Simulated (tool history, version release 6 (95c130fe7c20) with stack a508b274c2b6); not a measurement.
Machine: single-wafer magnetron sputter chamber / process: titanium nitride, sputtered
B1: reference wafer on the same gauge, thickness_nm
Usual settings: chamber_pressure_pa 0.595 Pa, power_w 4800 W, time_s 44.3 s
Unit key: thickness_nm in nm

Run 1, hour 0.0: usual settings; B1 45.055. Result: thickness_nm 36.957 nm.
At hour 5.8: sputter target and shields replaced.
Run 2, hour 25.0: usual settings; B1 45.031. Result: thickness_nm 38.719 nm.
Run 3, hour 47.7: usual settings but power_w 4500 W; B1 44.903. Result: thickness_nm 35.853 nm.
Run 4, hour 60.3: usual settings but power_w 4500 W; B1 45.015. Result: thickness_nm 35.941 nm.
Run 5, hour 72.9: usual settings but power_w 4500 W; B1 45.001. Result: thickness_nm 35.968 nm.
Run 6, hour 91.3: usual settings; B1 45.001. Result: thickness_nm 37.890 nm.
Run 7, hour 126.7: usual settings; B1 45.052. Result: thickness_nm 37.709 nm.
Run 8, hour 159.7: usual settings; B1 45.075. Result: thickness_nm 37.865 nm.
Run 9, hour 175.8: usual settings; B1 45.121. Result: thickness_nm 37.615 nm.
Run 10, hour 205.9: usual settings; B1 44.976. Result: thickness_nm 37.499 nm.
Run 11, hour 236.9: usual settings; B1 45.108. Result: thickness_nm 37.207 nm.
At hour 260.3: capacitance manometer re-zeroed and calibrated.
Run 12, hour 270.5: usual settings; B1 45.069. Result: thickness_nm 37.140 nm.
Run 13, hour 302.2: usual settings; B1 44.925. Result: thickness_nm 37.339 nm.
Run 14, hour 323.8: usual settings; B1 45.021. Result: thickness_nm 37.269 nm.
At hour 341.3: magnet pack replaced.
Run 15, hour 341.8: usual settings but chamber_pressure_pa 0.510 Pa, time_s 42.3 s; B1 44.935. Result: thickness_nm 36.202 nm.
Run 16, hour 368.1: usual settings but chamber_pressure_pa 0.510 Pa, time_s 42.3 s; B1 44.916. Result: thickness_nm 36.139 nm.
Run 17, hour 395.0: usual settings but chamber_pressure_pa 0.758 Pa, power_w 5350 W, time_s 41.1 s; B1 45.040. Result: thickness_nm 36.909 nm.
Run 18, hour 421.1: usual settings but chamber_pressure_pa 0.359 Pa, power_w 3600 W; B1 45.077. Result: thickness_nm 29.230 nm.
At hour 429.1: sputter target and shields replaced.
Run 19, hour 447.1: usual settings but chamber_pressure_pa 0.454 Pa, time_s 38.5 s; B1 45.065. Result: thickness_nm 34.688 nm.
At hour 450.3: gauge calibrated.
Run 20, hour 466.4: usual settings; B1 45.075. Result: thickness_nm 38.659 nm.
Run 21, hour 483.5: usual settings but chamber_pressure_pa 0.496 Pa, power_w 5200 W, time_s 49.1 s; B1 44.982. Result: thickness_nm 46.642 nm.
Run 22, hour 504.8: usual settings; B1 45.116. Result: thickness_nm 38.140 nm.
Run 23, hour 516.8: usual settings but chamber_pressure_pa 0.479 Pa, time_s 39.9 s; B1 45.070. Result: thickness_nm 35.267 nm.
Run 24, hour 533.4: usual settings but chamber_pressure_pa 0.819 Pa, power_w 5450 W, time_s 51.5 s; B1 45.018. Result: thickness_nm 48.000 nm.
Run 25, hour 566.3: usual settings but chamber_pressure_pa 0.454 Pa, time_s 38.5 s; B1 45.057. Result: thickness_nm 33.683 nm.
Run 26, hour 601.6: usual settings but time_s 48.3 s; B1 45.037. Result: thickness_nm 40.734 nm.
Run 27, hour 618.3: usual settings but power_w 5400 W, time_s 46.7 s; B1 45.035. Result: thickness_nm 44.772 nm.
Run 28, hour 630.9: usual settings but chamber_pressure_pa 0.413 Pa, time_s 48.7 s; B1 45.067. Result: thickness_nm 43.601 nm.
Run 29, hour 651.6: usual settings but chamber_pressure_pa 0.761 Pa, power_w 3650 W, time_s 51.4 s; B1 45.026. Result: thickness_nm 31.718 nm.
Run 30, hour 664.3: usual settings but time_s 40.2 s; B1 45.052. Result: thickness_nm 33.935 nm.
Run 31, hour 677.9: usual settings but power_w 5950 W; B1 44.986. Result: thickness_nm 46.457 nm.
Run 32, hour 709.9: usual settings but chamber_pressure_pa 0.460 Pa, power_w 5850 W, time_s 41.4 s; B1 44.961. Result: thickness_nm 44.531 nm.

Pick out some run-to-run changes in thickness_nm. Of each, how much would a tool without hidden state show as well, from the settings, what came in and chance, and how much is left for the hidden state and any gauge scatter not in both results compared?
Unlogged tool condition in this case: deposition rate above that of a new target (%); true argon pressure above the setpoint (%); gauge reads high (%).
Run 1 -> 2: sputter target and shields replaced. thickness_nm +1.762 nm: hidden state +1.505, all else +0.257.
Run 18 -> 19: chamber_pressure_pa 0.359 -> 0.454, power_w 3600 -> 4800, time_s 44.3 -> 38.5, sputter target and shields replaced. thickness_nm +5.458 nm: hidden state +1.237, all else +4.221.
Run 23 -> 24: chamber_pressure_pa 0.479 -> 0.819, power_w 4800 -> 5450, time_s 39.9 -> 51.5. thickness_nm +12.733 nm: hidden state -0.454, all else +13.187.
Run 24 -> 25: chamber_pressure_pa 0.819 -> 0.454, power_w 5450 -> 4800, time_s 51.5 -> 38.5. thickness_nm -14.317 nm: hidden state +0.230, all else -14.547.
Run 30 -> 31: power_w 4800 -> 5950, time_s 40.2 -> 44.3. thickness_nm +12.522 nm: hidden state -0.551, all else +13.073.

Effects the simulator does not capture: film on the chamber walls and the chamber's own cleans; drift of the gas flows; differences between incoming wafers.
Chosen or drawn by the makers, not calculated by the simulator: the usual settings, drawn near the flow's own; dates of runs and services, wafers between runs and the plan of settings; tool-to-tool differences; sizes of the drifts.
